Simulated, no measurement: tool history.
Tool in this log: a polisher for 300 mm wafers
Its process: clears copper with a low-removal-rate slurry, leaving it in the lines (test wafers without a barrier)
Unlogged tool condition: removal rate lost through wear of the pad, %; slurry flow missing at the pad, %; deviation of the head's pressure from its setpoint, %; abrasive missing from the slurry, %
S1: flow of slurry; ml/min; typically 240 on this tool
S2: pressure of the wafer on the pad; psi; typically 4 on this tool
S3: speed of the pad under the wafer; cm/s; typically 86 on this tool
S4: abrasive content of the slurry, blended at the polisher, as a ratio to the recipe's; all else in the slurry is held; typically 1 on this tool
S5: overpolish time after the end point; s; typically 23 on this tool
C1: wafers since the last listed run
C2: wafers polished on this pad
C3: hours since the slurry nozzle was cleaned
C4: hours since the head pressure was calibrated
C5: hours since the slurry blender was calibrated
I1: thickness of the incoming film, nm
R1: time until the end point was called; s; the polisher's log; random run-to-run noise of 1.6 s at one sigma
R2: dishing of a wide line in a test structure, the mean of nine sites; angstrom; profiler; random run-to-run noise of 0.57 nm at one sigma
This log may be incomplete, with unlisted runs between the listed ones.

run,hour,S1,S2,S3,S4,S5,C1,C2,C3,C4,C5,I1,R1,R2
1,0,240,4,86,1,23,0,634,119.9,297.9,319,518.3,171.2,441
2,98.6,275,4.9,86,1,23,610,1244,218.5,396.5,417.6,521.8,145.3,520
# hour 113.3: slurry blender recalibrated
3,197.2,275,4.9,86,1,23,598,1843,317.1,495.1,83.9,519.7,133.2,568
4,292.5,240,4,86,1,23,590,2433,412.4,590.4,179.2,516.2,165.8,447
# hour 294.1: slurry nozzle cleaned
# hour 321.5: worn pad replaced by a new one
5,376.6,240,4,86,1,23,490,341,82.5,674.5,263.3,522.4,177.2,432
6,432.1,240,4,86,1,23,343,685,138,730,318.8,515.9,177.1,425
7,468.3,240,4,86,1,23,224,909,174.2,766.2,355,509.7,175.7,431
# hour 548: slurry blender recalibrated
8,666.6,240,4,86,1,23,1216,2125,372.5,964.5,118.6,510.6,177,424
# hour 690.1: head pressure recalibrated
# hour 730.2: slurry nozzle cleaned
9,757.5,240,4,86,1,23,544,2670,27.3,67.4,209.5,518.6,164.2,462
# hour 791.7: worn pad replaced by a new one
10,961.5,240,4,86,1,23,1239,1052,231.3,271.4,413.5,513.6,177.1,437
# hour 996.3: slurry blender recalibrated
11,1028.2,240,4,86,1,23,400,1453,298,338.1,31.9,516.6,155.8,472
# hour 1108: slurry nozzle cleaned
12,1133.3,300,4,86,1,23,644,2098,25.3,443.2,137,511.6,160.1,460
# hour 1163.1: worn pad replaced by a new one
13,1241.2,300,4,86,1,23,643,483,133.2,551.1,244.9,514.1,166.3,445
14,1280.4,240,4,86,1,23,242,726,172.4,590.3,284.1,513.8,175.2,433
15,1372.4,240,4,86,1,23,569,1296,264.4,682.3,376.1,511,180.3,418
16,1416.5,240,5.3,86,1.15,9,273,1570,308.5,726.4,420.2,510.7,134.8,237
# hour 1467.3: head pressure recalibrated
# hour 1479.4: slurry blender recalibrated
# hour 1498.4: slurry nozzle cleaned
17,1501.4,300,4,86,1,23,495,2065,3,34.1,22,512.1,155.3,481
# hour 1555.5: worn pad replaced by a new one
18,1588.6,240,4,62,1,23,515,205,90.2,121.3,109.2,506.2,215.5,355
19,1661.6,325,4,112,1,23,452,657,163.2,194.3,182.2,514.6,122.8,590
20,1702.3,240,4,96,1,12,252,909,203.9,235,222.9,511.1,149.1,284
21,1740.7,320,4,68,1,17,237,1147,242.3,273.4,261.3,518.5,209,285
22,1812.9,240,4,64,1,19,447,1594,314.5,345.6,333.5,515.2,229.5,278
23,1880.6,320,5.3,86,0.85,23,419,2014,382.2,413.3,401.2,515.2,136.3,550
24,1925.2,240,4.4,86,1.2,32,276,2290,426.8,457.9,445.8,515.2,153.9,631
# hour 1942.6: slurry blender recalibrated
# hour 1946.7: slurry nozzle cleaned
25,2002.7,285,3.6,102,1,10,461,2752,56,535.4,60.1,509.1,151.3,228
# hour 2018.7: worn pad replaced by a new one
26,2068.5,240,4,86,1.25,30,382,308,121.8,601.2,125.9,510.2,157.3,592
27,2141.6,240,5.1,86,0.8,23,452,761,194.9,674.3,199,510.4,142.9,515

For each entry between runs, how does the tool's hidden state at the last listed run before it compare with that at the first listed run after it?
Runs 2 to 3: slurry blender recalibrated (hour 113.3)
  deviation of the head's pressure from its setpoint, %: -1.08 -> -2.06; abrasive missing from the slurry, %: 33.7 -> 6.31
  measured result minus the result with no hidden state, R1: +17.7 -> +5.1 s; R2: -60 -> -19 angstrom
Runs 4 to 5: slurry nozzle cleaned (hour 294.1); worn pad replaced by a new one (hour 321.5)
  deviation of the head's pressure from its setpoint, %: -3.22 -> -4.41; abrasive missing from the slurry, %: 13.4 -> 19.6
  measured result minus the result with no hidden state, R1: +11.7 -> +17.9 s; R2: -30 -> -43 angstrom
Runs 7 to 8: slurry blender recalibrated (hour 548)
  deviation of the head's pressure from its setpoint, %: -5.89 -> -9.73; abrasive missing from the slurry, %: 26.4 -> 12.2
  measured result minus the result with no hidden state, R1: +24.2 -> +22.9 s; R2: -60 -> -56 angstrom
Runs 8 to 9: head pressure recalibrated (hour 690.1); slurry nozzle cleaned (hour 730.2)
  deviation of the head's pressure from its setpoint, %: -9.73 -> 0.248; abrasive missing from the slurry, %: 12.2 -> 18.9
  measured result minus the result with no hidden state, R1: +22.9 -> +9.1 s; R2: -56 -> -23 angstrom
Runs 9 to 10: worn pad replaced by a new one (hour 791.7)
  deviation of the head's pressure from its setpoint, %: 0.248 -> -0.526; abrasive missing from the slurry, %: 18.9 -> 34
  measured result minus the result with no hidden state, R1: +9.1 -> +20.9 s; R2: -23 -> -51 angstrom
Runs 10 to 11: slurry blender recalibrated (hour 996.3)
  deviation of the head's pressure from its setpoint, %: -0.526 -> -0.98; abrasive missing from the slurry, %: 34 -> 4.85
  measured result minus the result with no hidden state, R1: +20.9 -> +3.7 s; R2: -51 -> -10 angstrom
Runs 11 to 12: slurry nozzle cleaned (hour 1108)
  deviation of the head's pressure from its setpoint, %: -0.98 -> -1.9; abrasive missing from the slurry, %: 4.85 -> 12.6
  measured result minus the result with no hidden state, R1: +3.7 -> +8.9 s; R2: -10 -> -24 angstrom
Runs 12 to 13: worn pad replaced by a new one (hour 1163.1)
  deviation of the head's pressure from its setpoint, %: -1.9 -> -3.1; abrasive missing from the slurry, %: 12.6 -> 20.6
  measured result minus the result with no hidden state, R1: +8.9 -> +15.3 s; R2: -24 -> -40 angstrom
Runs 16 to 17: head pressure recalibrated (hour 1467.3); slurry blender recalibrated (hour 1479.4); slurry nozzle cleaned (hour 1498.4)
  deviation of the head's pressure from its setpoint, %: -5.6 -> 0.327; abrasive missing from the slurry, %: 33.6 -> 4.79
  measured result minus the result with no hidden state, R1: +22 -> +1.6 s; R2: -43 -> -4 angstrom
Runs 17 to 18: worn pad replaced by a new one (hour 1555.5)
  deviation of the head's pressure from its setpoint, %: 0.327 -> 0.176; abrasive missing from the slurry, %: 4.79 -> 11.2
  measured result minus the result with no hidden state, R1: +1.6 -> +6.7 s; R2: -4 -> -10 angstrom
Runs 24 to 25: slurry blender recalibrated (hour 1942.6); slurry nozzle cleaned (hour 1946.7)
  deviation of the head's pressure from its setpoint, %: -2.01 -> -2.87; abrasive missing from the slurry, %: 36.2 -> 11.1
  measured result minus the result with no hidden state, R1: +22 -> +9.1 s; R2: -84 -> -13 angstrom
Runs 25 to 26: worn pad replaced by a new one (hour 2018.7)
  deviation of the head's pressure from its setpoint, %: -2.87 -> -3.7; abrasive missing from the slurry, %: 11.1 -> 15.9
  measured result minus the result with no hidden state, R1: +9.1 -> +13.3 s; R2: -13 -> -46 angstrom
